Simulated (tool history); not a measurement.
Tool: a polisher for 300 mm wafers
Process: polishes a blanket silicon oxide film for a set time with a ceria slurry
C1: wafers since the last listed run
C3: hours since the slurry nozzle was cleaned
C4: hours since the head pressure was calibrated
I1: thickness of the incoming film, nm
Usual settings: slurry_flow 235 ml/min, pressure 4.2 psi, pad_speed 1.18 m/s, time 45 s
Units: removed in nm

run 1 hour=0.0 | slurry_flow=235 pressure=4.2 pad_speed=1.18 time=40 | C1=0 wafers_polished_on_this_pad=4139 C3=298.6 C4=97.7 | I1=928.8 | removed=244.3
-- hour=18.3 worn pad replaced by a new one
run 2 hour=87.9 | slurry_flow=235 pressure=3.7 pad_speed=1.18 time=45 | C1=648 wafers_polished_on_this_pad=537 C3=386.5 C4=185.6 | I1=949.9 | removed=240.6
run 3 hour=164.6 | slurry_flow=235 pressure=3.7 pad_speed=1.18 time=45 | C1=592 wafers_polished_on_this_pad=1130 C3=463.2 C4=262.3 | I1=953.8 | removed=239.1
run 4 hour=223.7 | slurry_flow=235 pressure=3.7 pad_speed=1.18 time=45 | C1=456 wafers_polished_on_this_pad=1587 C3=522.3 C4=321.4 | I1=922.3 | removed=240.8
run 5 hour=348.1 | slurry_flow=235 pressure=4.9 pad_speed=1.18 time=45 | C1=961 wafers_polished_on_this_pad=2548 C3=646.7 C4=445.8 | I1=941.0 | removed=292.5
run 6 hour=409.0 | slurry_flow=235 pressure=4.2 pad_speed=1.18 time=45 | C1=470 wafers_polished_on_this_pad=3019 C3=707.6 C4=506.7 | I1=960.9 | removed=254.7
-- hour=444.4 head pressure recalibrated
run 7 hour=469.5 | slurry_flow=235 pressure=4.2 pad_speed=1.18 time=45 | C1=452 wafers_polished_on_this_pad=3471 C3=768.1 C4=25.1 | I1=936.4 | removed=272.6
run 8 hour=534.4 | slurry_flow=235 pressure=4.2 pad_speed=1.18 time=45 | C1=501 wafers_polished_on_this_pad=3972 C3=833.0 C4=90.0 | I1=934.4 | removed=278.4
-- hour=544.3 worn pad replaced by a new one
-- hour=561.9 slurry nozzle cleaned
run 9 hour=628.9 | slurry_flow=300 pressure=3.4 pad_speed=1.18 time=45 | C1=691 wafers_polished_on_this_pad=646 C3=67.0 C4=184.5 | I1=956.2 | removed=231.7
run 10 hour=722.4 | slurry_flow=235 pressure=4.2 pad_speed=1.18 time=36 | C1=722 wafers_polished_on_this_pad=1369 C3=160.5 C4=278.0 | I1=942.6 | removed=213.0
run 11 hour=792.3 | slurry_flow=235 pressure=4.2 pad_speed=1.18 time=36 | C1=540 wafers_polished_on_this_pad=1909 C3=230.4 C4=347.9 | I1=927.0 | removed=208.7
run 12 hour=834.6 | slurry_flow=235 pressure=4.2 pad_speed=1.18 time=45 | C1=326 wafers_polished_on_this_pad=2236 C3=272.7 C4=390.2 | I1=950.0 | removed=262.5
run 13 hour=934.6 | slurry_flow=235 pressure=4.2 pad_speed=1.18 time=45 | C1=772 wafers_polished_on_this_pad=3008 C3=372.7 C4=490.2 | I1=932.5 | removed=256.4
run 14 hour=975.6 | slurry_flow=235 pressure=4.2 pad_speed=1.18 time=45 | C1=316 wafers_polished_on_this_pad=3325 C3=413.7 C4=531.2 | I1=941.9 | removed=255.5
-- hour=992.4 head pressure recalibrated
run 15 hour=1052.6 | slurry_flow=235 pressure=4.2 pad_speed=1.18 time=45 | C1=579 wafers_polished_on_this_pad=3905 C3=490.7 C4=60.2 | I1=934.1 | removed=276.4
-- hour=1096.5 worn pad replaced by a new one
run 16 hour=1127.1 | slurry_flow=235 pressure=4.2 pad_speed=0.94 time=45 | C1=544 wafers_polished_on_this_pad=236 C3=565.2 C4=134.7 | I1=945.4 | removed=230.6
run 17 hour=1191.2 | slurry_flow=235 pressure=4.2 pad_speed=0.94 time=45 | C1=495 wafers_polished_on_this_pad=731 C3=629.3 C4=198.8 | I1=941.6 | removed=228.3
run 18 hour=1263.2 | slurry_flow=235 pressure=4.2 pad_speed=1.18 time=45 | C1=556 wafers_polished_on_this_pad=1287 C3=701.3 C4=270.8 | I1=952.5 | removed=263.2
run 19 hour=1314.0 | slurry_flow=235 pressure=3.7 pad_speed=1.18 time=45 | C1=392 wafers_polished_on_this_pad=1680 C3=752.1 C4=321.6 | I1=933.4 | removed=231.6
-- hour=1363.8 slurry nozzle cleaned
run 20 hour=1414.7 | slurry_flow=235 pressure=4.2 pad_speed=1.18 time=45 | C1=770 wafers_polished_on_this_pad=2451 C3=50.9 C4=422.3 | I1=942.3 | removed=258.3
run 21 hour=1457.7 | slurry_flow=235 pressure=4.2 pad_speed=1.18 time=45 | C1=332 wafers_polished_on_this_pad=2783 C3=93.9 C4=465.3 | I1=944.8 | removed=253.5
-- hour=1500.3 head pressure recalibrated
run 22 hour=1523.8 | slurry_flow=235 pressure=4.2 pad_speed=0.92 time=30 | C1=495 wafers_polished_on_this_pad=3278 C3=160.0 C4=23.5 | I1=931.8 | removed=154.1
run 23 hour=1589.8 | slurry_flow=235 pressure=3.3 pad_speed=1.18 time=45 | C1=510 wafers_polished_on_this_pad=3788 C3=226.0 C4=89.5 | I1=933.2 | removed=224.4
run 24 hour=1654.4 | slurry_flow=180 pressure=4.8 pad_speed=0.92 time=45 | C1=499 wafers_polished_on_this_pad=4288 C3=290.6 C4=154.1 | I1=930.5 | removed=244.2
run 25 hour=1703.2 | slurry_flow=235 pressure=4.2 pad_speed=1.18 time=45 | C1=377 wafers_polished_on_this_pad=4665 C3=339.4 C4=202.9 | I1=938.3 | removed=270.8
-- hour=1751.6 worn pad replaced by a new one
run 26 hour=1778.8 | slurry_flow=235 pressure=4.2 pad_speed=1.18 time=45 | C1=553 wafers_polished_on_this_pad=210 C3=415.0 C4=278.5 | I1=921.4 | removed=263.4
run 27 hour=1868.6 | slurry_flow=295 pressure=4.2 pad_speed=1.18 time=45 | C1=693 wafers_polished_on_this_pad=904 C3=504.8 C4=368.3 | I1=938.6 | removed=269.6
run 28 hour=1906.7 | slurry_flow=165 pressure=4.7 pad_speed=1.18 time=45 | C1=294 wafers_polished_on_this_pad=1198 C3=542.9 C4=406.4 | I1=957.2 | removed=271.5
-- hour=2046.7 head pressure recalibrated
run 29 hour=2223.7 | slurry_flow=235 pressure=4.2 pad_speed=1.18 time=33 | C1=2434 wafers_polished_on_this_pad=3633 C3=859.9 C4=177.0 | I1=923.6 | removed=199.7
run 30 hour=2279.3 | slurry_flow=280 pressure=3.2 pad_speed=1.18 time=51 | C1=429 wafers_polished_on_this_pad=4062 C3=915.5 C4=232.6 | I1=926.8 | removed=244.9
-- hour=2280.8 slurry nozzle cleaned
-- hour=2335.8 worn pad replaced by a new one
run 31 hour=2346.9 | slurry_flow=235 pressure=4.2 pad_speed=1.46 time=45 | C1=483 wafers_polished_on_this_pad=85 C3=66.1 C4=300.2 | I1=944.6 | removed=312.6
run 32 hour=2423.0 | slurry_flow=195 pressure=5.0 pad_speed=1.52 time=56 | C1=588 wafers_polished_on_this_pad=673 C3=142.2 C4=376.3 | I1=935.6 | removed=446.9
run 33 hour=2471.0 | slurry_flow=235 pressure=4.2 pad_speed=1.18 time=45 | C1=370 wafers_polished_on_this_pad=1044 C3=190.2 C4=424.3 | I1=953.4 | removed=260.5
run 34 hour=2567.1 | slurry_flow=255 pressure=3.6 pad_speed=1.56 time=54 | C1=742 wafers_polished_on_this_pad=1787 C3=286.3 C4=520.4 | I1=938.1 | removed=337.4
run 35 hour=2608.9 | slurry_flow=310 pressure=5.1 pad_speed=1.38 time=52 | C1=323 wafers_polished_on_this_pad=2110 C3=328.1 C4=562.2 | I1=936.2 | removed=404.9
run 36 hour=2654.4 | slurry_flow=235 pressure=4.2 pad_speed=1.18 time=45 | C1=351 wafers_polished_on_this_pad=2462 C3=373.6 C4=607.7 | I1=933.4 | removed=250.9
-- hour=2726.4 head pressure recalibrated
run 37 hour=2736.3 | slurry_flow=175 pressure=4.2 pad_speed=1.18 time=29 | C1=617 wafers_polished_on_this_pad=3079 C3=455.5 C4=9.9 | I1=938.5 | removed=173.1

The tool's hidden state at each run:
removal rate lost through wear of the pad, %: 0 in every run
slurry flow missing at the pad, %: 0 in every run
H1: deviation of the head's pressure from its setpoint, %
run=1 H1=-1.78
run=2 H1=-3.47
run=3 H1=-4.95
run=4 H1=-6.09
run=5 H1=-8.48
run=6 H1=-9.66
run=7 H1=-0.809
run=8 H1=-2.06
run=9 H1=-3.88
run=10 H1=-5.68
run=11 H1=-7.02
run=12 H1=-7.84
run=13 H1=-9.76
run=14 H1=-10.6
run=15 H1=-1.41
run=16 H1=-2.84
run=17 H1=-4.08
run=18 H1=-5.46
run=19 H1=-6.44
run=20 H1=-8.38
run=21 H1=-9.21
run=22 H1=-0.631
run=23 H1=-1.9
run=24 H1=-3.15
run=25 H1=-4.09
run=26 H1=-5.54
run=27 H1=-7.27
run=28 H1=-8
run=29 H1=-3.18
run=30 H1=-4.25
run=31 H1=-5.55
run=32 H1=-7.02
run=33 H1=-7.94
run=34 H1=-9.79
run=35 H1=-10.6
run=36 H1=-11.5
run=37 H1=0.73
